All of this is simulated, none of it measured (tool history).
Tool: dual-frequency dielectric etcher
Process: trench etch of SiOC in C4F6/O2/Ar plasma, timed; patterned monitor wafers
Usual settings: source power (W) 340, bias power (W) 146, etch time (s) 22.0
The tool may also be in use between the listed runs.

run,hour,source power (W),bias power (W),etch time (s),"read-back reference wafer on the same gauge, depth_nm",mean etch depth across the wafer (angstrom)
1,0.0,340,146,22.0,34.50,372.9
2,15.7,340,146,22.0,34.49,368.2
3,23.2,340,146,22.0,34.46,370.3
4,38.2,340,146,22.0,34.46,374.0
5,50.1,340,146,22.0,34.51,369.9
6,66.0,340,146,22.0,34.47,366.2
7,83.7,340,146,22.0,34.50,369.1
8,91.0,340,146,22.0,34.53,366.8
9,100.6,340,167,22.0,34.49,381.4
10,116.3,340,167,22.0,34.58,377.0
11,126.1,340,167,22.0,34.48,375.4
12,135.6,340,146,22.0,34.48,367.0
13,149.2,340,146,22.0,34.47,368.7
14,158.5,320,146,17.5,34.51,280.8
# hour 186.9: upper electrode replaced
15,209.8,340,146,22.0,34.52,366.2
16,220.3,280,179,19.0,34.44,307.8
17,226.4,320,146,18.0,34.55,291.1
# hour 229.2: gauge calibrated
# hour 273.5: bias power generator calibrated
18,274.0,290,164,26.0,34.49,412.5
19,285.7,340,146,22.0,34.47,363.3
# hour 301.6: source power generator calibrated
20,302.1,380,146,20.0,34.56,346.2
21,309.1,310,146,22.0,34.51,348.3

Estimate the outcome of run 22 from the log above:
# hour 350.8: wet clean of the chamber
22,361.5,390,124,24.5,?,?

read-back reference wafer on the same gauge, depth_nm: 34.55
mean etch depth across the wafer (angstrom): 426.6
Had the tool carried no hidden state, the very same run would have given mean etch depth across the wafer (angstrom) 427.7.
